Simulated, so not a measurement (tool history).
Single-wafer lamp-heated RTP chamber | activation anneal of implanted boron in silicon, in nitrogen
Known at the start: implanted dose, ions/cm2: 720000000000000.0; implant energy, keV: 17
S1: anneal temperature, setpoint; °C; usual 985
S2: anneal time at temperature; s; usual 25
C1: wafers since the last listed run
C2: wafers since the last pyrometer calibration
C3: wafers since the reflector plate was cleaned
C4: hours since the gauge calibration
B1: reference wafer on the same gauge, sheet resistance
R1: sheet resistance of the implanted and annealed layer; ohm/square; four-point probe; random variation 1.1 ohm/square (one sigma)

run     day    S1  S2    C1    C2    C3      C4      B1      R1
  1   0.000   985  29     0  3684  6638   395.6  168.13  187.79
  2   1.983   985  25   825  4509  7463   443.2  168.22  188.53
  3   4.433   985  25  1019  5529  8483   502.0  168.28  187.23
  4   7.258   985  25  1175  6704  9658   569.8  168.12  188.13
      9.596  -- reflector plate cleaned
  5   9.617   985  25   842  7546     9   626.4  167.93  191.75
  6  11.171   985  25   646  8193   655   663.7  168.14  190.75
     12.654  -- pyrometer window cleaned and pyrometer calibrated
  7  13.129   985  15   676   198  1331   710.7  167.82  194.07
  8  15.700   985  15  1069  1267  2401   772.4  167.68  194.54
  9  17.025   976  15   551  1818  2952   804.2  168.28  201.30
 10  19.571   985  25  1059  2878  4011   865.3  168.26  192.07
 11  22.067   985  25  1038  3916  5050   925.2  167.44  189.81
 12  24.812   975  36  1142  5058  6192   991.1  167.77  191.76
 13  26.288   971  14   613  5672  6805  1026.5  168.09  201.85
 14  29.092   985  16  1166  6838  7972  1093.8  167.68  189.72
     31.812  -- reflector plate cleaned
 15  32.683   961  25  1355  8194   362  1180.0  167.42  216.33
     38.496  -- pyrometer window cleaned and pyrometer calibrated
 16  38.629   956  25  2334    55  2697  1322.7  167.94  221.85
 17  41.029   985  35   998  1053  3695  1380.3  168.27  186.88
 18  42.554   985  25   634  1688  4330  1416.9  168.11  191.63
 19  44.704   958  36   894  2582  5224  1468.5  167.68  211.88
 20  50.646  1005  32  2471  5054  7696  1611.1  168.17  183.05
 21  51.733   962  18   452  5506  8148  1637.2  168.22  208.96
     53.162  -- gauge calibrated
     57.867  -- reflector plate cleaned
 22  58.600   985  25  2717  8224   304   130.5  167.68  189.46
 23  60.154   977  18   646  8871   951   167.8  168.21  200.52
     62.467  -- pyrometer window cleaned and pyrometer calibrated
 24  62.883   985  25   996   173  1947   233.3  168.06  190.07
 25  64.267   985  25   575   748  2523   266.5  168.14  190.30
 26  66.075   976  37   752  1501  3275   309.9  168.10  192.05
 27  67.321   997  14   518  2019  3794   339.8  167.72  186.17
 28  70.042   999  38  1131  3151  4925   405.1  168.18  182.98
 29  72.088   972  38   851  4002  5777   454.2  167.73  194.63
 30  73.554  1015  29   610  4612  6387   489.4  168.03  180.53
 31  74.608   985  25   438  5051  6825   514.7  168.06  187.68
 32  76.212  1011  13   667  5718  7493   553.2  168.05  184.61
 33  77.642   961  25   594  6312  8087   587.5  168.09  206.94
     78.292  -- reflector plate cleaned
 34  80.312  1004  20   972  7285   839   651.6  168.55  184.07
 35  82.808   958  40  1038  8323  1878   711.5  167.90  209.28
 36  85.017   970  16   918  9242  2796   764.5  167.99  205.93

4 ways to go on from here, each from the tool as it stands after run 36. What would each give?
  A  85.033   985  25   6  9249  2803  764.9   ?   ?
  B  85.033   993  39   6  9249  2803  764.9   ?   ?
  C  85.033  1008  39   6  9249  2803  764.9   ?   ?
  D  85.033   985  21   6  9249  2803  764.9   ?   ?

run      B1      R1
  A  168.19  190.45
  B  168.19  185.14
  C  168.19  181.58
  D  168.19  191.44
Without the tool's hidden state the same runs would have given:
run      R1
  A  191.40
  B  185.70
  C  181.87
  D  192.45
